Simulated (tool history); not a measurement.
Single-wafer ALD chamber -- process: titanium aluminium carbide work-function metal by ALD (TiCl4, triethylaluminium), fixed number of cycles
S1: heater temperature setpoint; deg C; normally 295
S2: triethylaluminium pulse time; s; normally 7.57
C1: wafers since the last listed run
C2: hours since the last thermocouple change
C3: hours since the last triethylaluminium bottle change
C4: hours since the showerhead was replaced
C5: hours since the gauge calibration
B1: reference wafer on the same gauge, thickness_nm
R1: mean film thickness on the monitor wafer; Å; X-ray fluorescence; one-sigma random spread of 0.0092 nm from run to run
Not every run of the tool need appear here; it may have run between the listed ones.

run   hour   S1    S2   C1      C2     C3      C4     C5     B1     R1
  1    0.0  286  8.31    0  2029.1  434.0  2706.4  259.0  2.201  18.20
  2   49.3  286  8.31  398  2078.4  483.3  2755.7  308.3  2.197  18.04
  3   78.6  295  7.57  236  2107.7  512.6  2785.0  337.6  2.200  18.07
  4  122.2  295  7.57  352  2151.3  556.2  2828.6  381.2  2.199  18.08
  5  174.0  304  5.85  418  2203.1  608.0  2880.4  433.0  2.197  16.83
  6  238.9  304  5.85  524  2268.0  672.9  2945.3  497.9  2.202  16.68
  7  278.3  295  8.49  318  2307.4  712.3  2984.7  537.3  2.200  18.62
  8  338.7  295  7.57  488  2367.8  772.7  3045.1  597.7  2.198  17.90
  9  377.4  303  7.57  312  2406.5  811.4  3083.8  636.4  2.200  18.70
 10  459.9  303  7.57  667  2489.0  893.9  3166.3  718.9  2.197  18.65
 11  496.3  295  6.71  294  2525.4  930.3  3202.7  755.3  2.200  17.22
 12  522.4  306  9.24  211  2551.5  956.4  3228.8  781.4  2.199  19.87

Forecast run 13:
     559.7  -- thermocouple changed; heater temperature recalibrated
     584.1  -- gauge calibrated
 13  584.8  308  9.22  439  25.1  1018.8  3291.2  0.7   ?   ?

Run 13 produced B1 2.197, R1 19.83 Å.
Without the tool's hidden state the same run would have given R1 20.35 Å.
